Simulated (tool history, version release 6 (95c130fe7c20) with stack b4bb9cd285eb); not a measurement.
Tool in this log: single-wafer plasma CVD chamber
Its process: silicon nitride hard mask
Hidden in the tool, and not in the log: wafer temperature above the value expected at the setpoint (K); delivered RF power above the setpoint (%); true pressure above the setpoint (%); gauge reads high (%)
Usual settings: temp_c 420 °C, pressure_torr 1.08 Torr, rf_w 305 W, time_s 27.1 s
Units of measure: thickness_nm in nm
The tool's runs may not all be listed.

| run | hour | temp_c | pressure_torr | rf_w | time_s | wafers since the last listed run | hours since the last thermocouple change | hours since the last RF generator calibration | hours since the last manometer calibration | hours since the showerhead was replaced | hours since the gauge calibration | read-back reference wafer on the same gauge, thickness_nm | thickness_nm |
|---|---|---|---|---|---|---|---|---|---|---|---|---|---|
| 1 | 0.0 | 412 | 1.19 | 305 | 27.1 | 0 | 1165.3 | 1239.5 | 1081.0 | 5304.8 | 523.5 | 33.601 | 29.880 |
|  | 23.1 | showerhead replaced |
| 2 | 42.1 | 412 | 1.19 | 305 | 27.1 | 958 | 1207.4 | 1281.6 | 1123.1 | 19.0 | 565.6 | 33.601 | 29.939 |
| 3 | 54.2 | 420 | 1.08 | 305 | 27.1 | 340 | 1219.5 | 1293.7 | 1135.2 | 31.1 | 577.7 | 33.634 | 28.665 |
| 4 | 89.0 | 420 | 0.94 | 305 | 27.1 | 978 | 1254.3 | 1328.5 | 1170.0 | 65.9 | 612.5 | 33.588 | 27.181 |
| 5 | 113.5 | 420 | 1.08 | 265 | 27.1 | 688 | 1278.8 | 1353.0 | 1194.5 | 90.4 | 637.0 | 33.618 | 26.901 |
| 6 | 142.9 | 420 | 1.08 | 265 | 27.1 | 826 | 1308.2 | 1382.4 | 1223.9 | 119.8 | 666.4 | 33.543 | 26.902 |
| 7 | 159.0 | 420 | 1.08 | 305 | 29.5 | 452 | 1324.3 | 1398.5 | 1240.0 | 135.9 | 682.5 | 33.586 | 31.254 |
| 8 | 177.1 | 420 | 1.08 | 305 | 29.5 | 508 | 1342.4 | 1416.6 | 1258.1 | 154.0 | 700.6 | 33.584 | 31.137 |
|  | 198.1 | RF generator calibrated |
| 9 | 210.7 | 420 | 1.08 | 290 | 27.1 | 719 | 1376.0 | 12.6 | 1291.7 | 187.6 | 734.2 | 33.614 | 29.014 |
| 10 | 223.7 | 420 | 1.08 | 305 | 27.1 | 365 | 1389.0 | 25.6 | 1304.7 | 200.6 | 747.2 | 33.578 | 29.801 |
| 11 | 250.3 | 412 | 1.19 | 305 | 27.1 | 747 | 1415.6 | 52.2 | 1331.3 | 227.2 | 773.8 | 33.608 | 31.007 |
| 12 | 283.4 | 420 | 0.87 | 350 | 23.1 | 930 | 1448.7 | 85.3 | 1364.4 | 260.3 | 806.9 | 33.625 | 24.593 |
| 13 | 301.7 | 415 | 1.08 | 305 | 29.2 | 514 | 1467.0 | 103.6 | 1382.7 | 278.6 | 825.2 | 33.576 | 32.136 |
|  | 333.7 | thermocouple changed; heater temperature recalibrated |
| 14 | 336.5 | 420 | 0.94 | 305 | 27.1 | 753 | 2.8 | 138.4 | 1417.5 | 313.4 | 860.0 | 33.613 | 28.181 |
|  | 355.1 | capacitance manometer re-zeroed and calibrated |
| 15 | 355.6 | 420 | 1.08 | 305 | 27.1 | 312 | 21.9 | 157.5 | 0.5 | 332.5 | 879.1 | 33.565 | 29.694 |
| 16 | 377.3 | 420 | 1.08 | 305 | 27.1 | 610 | 43.6 | 179.2 | 22.2 | 354.2 | 900.8 | 33.575 | 29.669 |
|  | 395.0 | gauge calibrated |
| 17 | 398.6 | 410 | 0.85 | 305 | 28.9 | 598 | 64.9 | 200.5 | 43.5 | 375.5 | 3.6 | 33.568 | 28.831 |
| 18 | 412.6 | 413 | 1.08 | 305 | 27.1 | 393 | 78.9 | 214.5 | 57.5 | 389.5 | 17.6 | 33.577 | 29.819 |
| 19 | 445.6 | 411 | 1.25 | 260 | 25.3 | 927 | 111.9 | 247.5 | 90.5 | 422.5 | 50.6 | 33.592 | 27.202 |
| 20 | 472.0 | 409 | 0.87 | 270 | 27.1 | 742 | 138.3 | 273.9 | 116.9 | 448.9 | 77.0 | 33.565 | 25.779 |
| 21 | 488.3 | 431 | 0.84 | 330 | 22.7 | 458 | 154.6 | 290.2 | 133.2 | 465.2 | 93.3 | 33.593 | 23.009 |
| 22 | 506.5 | 420 | 1.08 | 285 | 27.1 | 511 | 172.8 | 308.4 | 151.4 | 483.4 | 111.5 | 33.596 | 28.738 |
| 23 | 520.3 | 413 | 1.00 | 350 | 24.5 | 388 | 186.6 | 322.2 | 165.2 | 497.2 | 125.3 | 33.604 | 27.788 |
| 24 | 546.7 | 414 | 1.08 | 285 | 29.3 | 742 | 213.0 | 348.6 | 191.6 | 523.6 | 151.7 | 33.589 | 31.133 |
| 25 | 560.2 | 420 | 1.08 | 285 | 27.1 | 379 | 226.5 | 362.1 | 205.1 | 537.1 | 165.2 | 33.559 | 28.815 |
| 26 | 587.9 | 420 | 1.08 | 305 | 24.5 | 778 | 254.2 | 389.8 | 232.8 | 564.8 | 192.9 | 33.596 | 26.780 |
| 27 | 622.0 | 408 | 1.08 | 245 | 27.1 | 958 | 288.3 | 423.9 | 266.9 | 598.9 | 227.0 | 33.605 | 26.953 |
| 28 | 643.7 | 409 | 0.82 | 305 | 23.9 | 610 | 310.0 | 445.6 | 288.6 | 620.6 | 248.7 | 33.591 | 23.312 |

Difference, measured minus no-hidden-state, one row per run. Run-to-run variation is common to both terms; the gauge's own scatter need not be:
| run | thickness_nm |
|---|---|
| 1 | -1.070 |
| 2 | -1.106 |
| 3 | -1.068 |
| 4 | -1.038 |
| 5 | -1.082 |
| 6 | -1.104 |
| 7 | -1.252 |
| 8 | -1.262 |
| 9 | -0.015 |
| 10 | -0.025 |
| 11 | -0.045 |
| 12 | -0.052 |
| 13 | -0.086 |
| 14 | -0.098 |
| 15 | -0.117 |
| 16 | -0.133 |
| 17 | -0.144 |
| 18 | -0.159 |
| 19 | -0.173 |
| 20 | -0.179 |
| 21 | -0.164 |
| 22 | -0.224 |
| 23 | -0.210 |
| 24 | -0.274 |
| 25 | -0.264 |
| 26 | -0.256 |
| 27 | -0.300 |
| 28 | -0.254 |

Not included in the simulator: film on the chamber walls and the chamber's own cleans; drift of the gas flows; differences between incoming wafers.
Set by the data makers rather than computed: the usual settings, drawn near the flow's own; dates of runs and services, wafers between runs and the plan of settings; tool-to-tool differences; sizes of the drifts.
